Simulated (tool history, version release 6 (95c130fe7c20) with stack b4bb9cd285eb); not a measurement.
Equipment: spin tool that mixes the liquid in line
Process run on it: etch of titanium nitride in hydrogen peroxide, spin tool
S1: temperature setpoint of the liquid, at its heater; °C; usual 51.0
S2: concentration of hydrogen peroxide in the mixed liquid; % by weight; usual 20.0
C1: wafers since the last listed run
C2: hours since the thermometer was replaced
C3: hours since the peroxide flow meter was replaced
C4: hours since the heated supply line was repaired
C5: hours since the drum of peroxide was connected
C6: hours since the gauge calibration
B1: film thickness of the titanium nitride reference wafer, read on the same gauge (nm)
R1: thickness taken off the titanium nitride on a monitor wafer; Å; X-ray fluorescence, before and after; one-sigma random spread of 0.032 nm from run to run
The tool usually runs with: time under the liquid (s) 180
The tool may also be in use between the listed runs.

Run 1, hour 0.0: usual settings but S2 16.0 % by weight; C1 0; C2 2349.6; C3 2252.5; C4 4190.9; C5 633.5; C6 958.8; B1 30.00. Result: R1 52.7 Å.
At hour 1.7: peroxide flow meter replaced.
Run 2, hour 19.9: usual settings but S2 16.0 % by weight; C1 133; C2 2369.5; C3 18.2; C4 4210.8; C5 653.4; C6 978.7; B1 29.97. Result: R1 52.6 Å.
Run 3, hour 47.2: usual settings; C1 192; C2 2396.8; C3 45.5; C4 4238.1; C5 680.7; C6 1006.0; B1 29.99. Result: R1 55.4 Å.
Run 4, hour 60.5: usual settings; C1 93; C2 2410.1; C3 58.8; C4 4251.4; C5 694.0; C6 1019.3; B1 30.00. Result: R1 55.4 Å.
At hour 72.3: heated supply line repaired.
At hour 138.6: new drum of peroxide connected.
Run 5, hour 145.4: usual settings but S2 17.5 % by weight; C1 583; C2 2495.0; C3 143.7; C4 73.1; C5 6.8; C6 1104.2; B1 30.02. Result: R1 53.7 Å.
At hour 153.5: gauge calibrated.
Run 6, hour 166.4: usual settings but S2 17.5 % by weight; C1 147; C2 2516.0; C3 164.7; C4 94.1; C5 27.8; C6 12.9; B1 30.04. Result: R1 53.5 Å.
Run 7, hour 185.7: usual settings but S2 17.5 % by weight; C1 135; C2 2535.3; C3 184.0; C4 113.4; C5 47.1; C6 32.2; B1 30.00. Result: R1 53.7 Å.
Run 8, hour 218.2: usual settings but S2 23.5 % by weight, time under the liquid (s) 245; C1 228; C2 2567.8; C3 216.5; C4 145.9; C5 79.6; C6 64.7; B1 29.98. Result: R1 77.3 Å.
Run 9, hour 245.2: usual settings but S1 44.0 °C, S2 16.5 % by weight, time under the liquid (s) 220; C1 190; C2 2594.8; C3 243.5; C4 172.9; C5 106.6; C6 91.7; B1 29.99. Result: R1 38.6 Å.
Run 10, hour 273.5: usual settings but S2 18.0 % by weight, time under the liquid (s) 280; C1 199; C2 2623.1; C3 271.8; C4 201.2; C5 134.9; C6 120.0; B1 30.02. Result: R1 84.1 Å.
Run 11, hour 293.5: usual settings; C1 140; C2 2643.1; C3 291.8; C4 221.2; C5 154.9; C6 140.0; B1 29.98. Result: R1 55.1 Å.
Run 12, hour 327.4: usual settings but S1 44.5 °C, S2 16.5 % by weight, time under the liquid (s) 110; C1 238; C2 2677.0; C3 325.7; C4 255.1; C5 188.8; C6 173.9; B1 30.02. Result: R1 20.0 Å.
Run 13, hour 353.9: usual settings but S2 22.5 % by weight, time under the liquid (s) 145; C1 186; C2 2703.5; C3 352.2; C4 281.6; C5 215.3; C6 200.4; B1 30.01. Result: R1 45.5 Å.
Run 14, hour 382.3: usual settings; C1 199; C2 2731.9; C3 380.6; C4 310.0; C5 243.7; C6 228.8; B1 29.99. Result: R1 55.1 Å.
At hour 416.6: thermometer replaced.
Run 15, hour 426.8: usual settings but time under the liquid (s) 250; C1 306; C2 10.2; C3 425.1; C4 354.5; C5 288.2; C6 273.3; B1 29.99. Result: R1 76.8 Å.
Run 16, hour 470.2: usual settings but time under the liquid (s) 215; C1 305; C2 53.6; C3 468.5; C4 397.9; C5 331.6; C6 316.7; B1 30.02. Result: R1 65.7 Å.
Run 17, hour 491.6: usual settings but S2 18.5 % by weight; C1 150; C2 75.0; C3 489.9; C4 419.3; C5 353.0; C6 338.1; B1 30.06. Result: R1 53.7 Å.
Run 18, hour 525.8: usual settings but S2 14.0 % by weight; C1 240; C2 109.2; C3 524.1; C4 453.5; C5 387.2; C6 372.3; B1 29.98. Result: R1 51.2 Å.
Run 19, hour 546.9: usual settings but S1 59.0 °C, S2 14.5 % by weight; C1 148; C2 130.3; C3 545.2; C4 474.6; C5 408.3; C6 393.4; B1 29.94. Result: R1 89.3 Å.
Run 20, hour 563.8: usual settings but S2 24.5 % by weight, time under the liquid (s) 265; C1 118; C2 147.2; C3 562.1; C4 491.5; C5 425.2; C6 410.3; B1 30.00. Result: R1 84.3 Å.
Run 21, hour 598.9: usual settings but S2 17.5 % by weight; C1 247; C2 182.3; C3 597.2; C4 526.6; C5 460.3; C6 445.4; B1 30.02. Result: R1 53.3 Å.
Run 22, hour 614.4: usual settings but S1 41.5 °C, time under the liquid (s) 265; C1 109; C2 197.8; C3 612.7; C4 542.1; C5 475.8; C6 460.9; B1 30.00. Result: R1 40.5 Å.
Run 23, hour 643.7: usual settings; C1 206; C2 227.1; C3 642.0; C4 571.4; C5 505.1; C6 490.2; B1 30.00. Result: R1 55.6 Å.
Run 24, hour 664.6: usual settings but S1 44.5 °C, S2 16.5 % by weight, time under the liquid (s) 70; C1 147; C2 248.0; C3 662.9; C4 592.3; C5 526.0; C6 511.1; B1 29.98. Result: R1 12.7 Å.
Run 25, hour 693.9: usual settings; C1 206; C2 277.3; C3 692.2; C4 621.6; C5 555.3; C6 540.4; B1 30.02. Result: R1 55.3 Å.
Run 26, hour 712.7: usual settings but S1 47.0 °C, S2 15.0 % by weight; C1 132; C2 296.1; C3 711.0; C4 640.4; C5 574.1; C6 559.2; B1 30.02. Result: R1 38.7 Å.

Here are 3 independent what-if runs from the current tool condition. What would each one return?
Run A, hour 713.2: usual settings but S1 41.5 °C; C1 3; C2 296.6; C3 711.5; C4 640.9; C5 574.6; C6 559.7; B1 ?. Result: R1 ?.
Run B, hour 713.2: usual settings but S1 56.5 °C; C1 3; C2 296.6; C3 711.5; C4 640.9; C5 574.6; C6 559.7; B1 ?. Result: R1 ?.
Run C, hour 713.2: usual settings but S1 43.0 °C, S2 23.5 % by weight, time under the liquid (s) 105; C1 3; C2 296.6; C3 711.5; C4 640.9; C5 574.6; C6 559.7; B1 ?. Result: R1 ?.

run     B1    R1
  A  30.02  27.1
  B  30.02  80.7
  C  30.02  18.4
With the hidden condition removed and each run's random variation left untouched, the same runs would have given:
run    R1
  A  27.1
  B  80.7
  C  18.4

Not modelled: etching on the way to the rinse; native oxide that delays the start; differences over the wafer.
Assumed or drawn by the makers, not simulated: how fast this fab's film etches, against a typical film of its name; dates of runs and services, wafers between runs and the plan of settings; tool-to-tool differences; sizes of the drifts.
